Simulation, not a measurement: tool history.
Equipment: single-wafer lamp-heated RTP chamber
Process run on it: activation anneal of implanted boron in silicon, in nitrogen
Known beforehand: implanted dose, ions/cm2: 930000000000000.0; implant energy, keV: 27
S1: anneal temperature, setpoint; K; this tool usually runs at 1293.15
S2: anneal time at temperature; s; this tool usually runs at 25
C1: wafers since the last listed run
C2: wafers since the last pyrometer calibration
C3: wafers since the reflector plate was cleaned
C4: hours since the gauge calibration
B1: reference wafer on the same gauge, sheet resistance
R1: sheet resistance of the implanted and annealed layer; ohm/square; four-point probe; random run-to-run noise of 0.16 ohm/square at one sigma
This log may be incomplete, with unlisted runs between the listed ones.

run,hour,S1,S2,C1,C2,C3,C4,B1,R1
1,0,1293.15,25,0,1362,3086,152.8,103.99,107.35
2,21,1272.15,14,271,1633,3358,173.8,103.98,111.38
3,47.7,1293.15,28,345,1978,3703,200.5,104.02,107.36
4,69,1282.15,25,275,2254,3978,221.8,103.99,108.27
5,87,1307.15,17,232,2486,4211,239.8,103.99,106.91
6,116.3,1293.15,25,378,2865,4590,269.1,104,107.34
7,142.4,1293.15,25,337,3203,4927,295.2,104.03,107.11
8,175.7,1293.15,25,430,3633,5358,328.5,104.01,107.23
9,193.5,1285.15,25,230,3863,5588,346.3,104,107.7
10,235.8,1285.15,25,546,4410,6135,388.6,104.01,107.91
11,253.6,1285.15,25,230,4640,6365,406.4,103.99,107.84
12,274.9,1273.15,25,275,4915,6640,427.7,104.01,109.63
13,307.2,1273.15,25,417,5333,7058,460,103.98,109.65
14,340.9,1312.15,34,435,5768,7493,493.7,103.99,105.71
15,373.9,1312.15,34,426,6195,7920,526.7,103.97,105.68
16,429.9,1306.15,14,723,6919,8644,582.7,103.99,106.73
# hour 453.1: pyrometer window cleaned and pyrometer calibrated
17,465.6,1293.15,25,358,162,9002,618.4,104,107.17
18,486.8,1278.15,29,274,436,9276,639.6,104.02,108.39
# hour 509.5: reflector plate cleaned
19,510,1293.15,12,196,632,5,662.8,104,107.1
20,532.7,1308.15,34,293,926,299,685.5,104.01,105.42
21,545.9,1315.15,39,170,1096,469,698.7,104,105.13
22,565.6,1293.15,35,254,1351,724,718.4,104.02,106.29
23,584.1,1319.15,12,239,1590,963,736.9,104,106.43
24,612.1,1319.15,25,361,1952,1325,764.9,104,105.3
25,647.9,1301.15,37,462,2415,1788,800.7,103.99,105.62
26,666.9,1293.15,25,245,2660,2034,819.7,104.02,106.75
# hour 668.3: gauge calibrated
27,681.5,1303.15,17,188,2849,2222,13.2,103.98,106.62
28,696,1293.15,25,187,3036,2410,27.7,103.99,106.49
# hour 731.7: reflector plate cleaned, repeated, since the last time left the tool worse
29,732.2,1293.15,35,364,3401,7,63.9,104,107.12
30,764.7,1319.15,30,420,3821,427,96.4,104.01,105.64
31,790,1293.15,25,327,4148,754,121.7,104,107.41
32,819.5,1293.15,25,381,4530,1135,151.2,104,107.29
33,835.6,1269.15,30,208,4738,1343,167.3,103.99,110.63
34,854.3,1312.15,13,241,4979,1585,186,104.02,106.7
35,876.8,1283.15,29,290,5270,1876,208.5,103.97,107.78
36,909.9,1305.15,30,427,5698,2304,241.6,104,106.49

For each run, the measured value with the value that run would have given without the tool's hidden condition subtracted. The run-to-run variation is shared by both, the gauge scatter possibly not:
The tool's hidden condition here consists of: true wafer temperature minus pyrometer reading, K; wafer temperature error from the tarnished reflector plate, K; gauge reads high (%).
run,R1
1,-0.04
2,-0.17
3,-0.06
4,-0.11
5,-0.04
6,-0.08
7,-0.09
8,-0.11
9,-0.17
10,-0.2
11,-0.21
12,-0.45
13,-0.5
14,-0.13
15,-0.14
16,-0.18
17,-0.3
18,-0.6
19,-0.87
20,-0.49
21,-0.48
22,-0.69
23,-0.26
24,-0.37
25,-0.58
26,-0.72
27,-0.52
28,-0.72
29,-0.01
30,+0
31,-0.01
32,-0.01
33,-0.03
34,-0.01
35,-0.02
36,-0.02

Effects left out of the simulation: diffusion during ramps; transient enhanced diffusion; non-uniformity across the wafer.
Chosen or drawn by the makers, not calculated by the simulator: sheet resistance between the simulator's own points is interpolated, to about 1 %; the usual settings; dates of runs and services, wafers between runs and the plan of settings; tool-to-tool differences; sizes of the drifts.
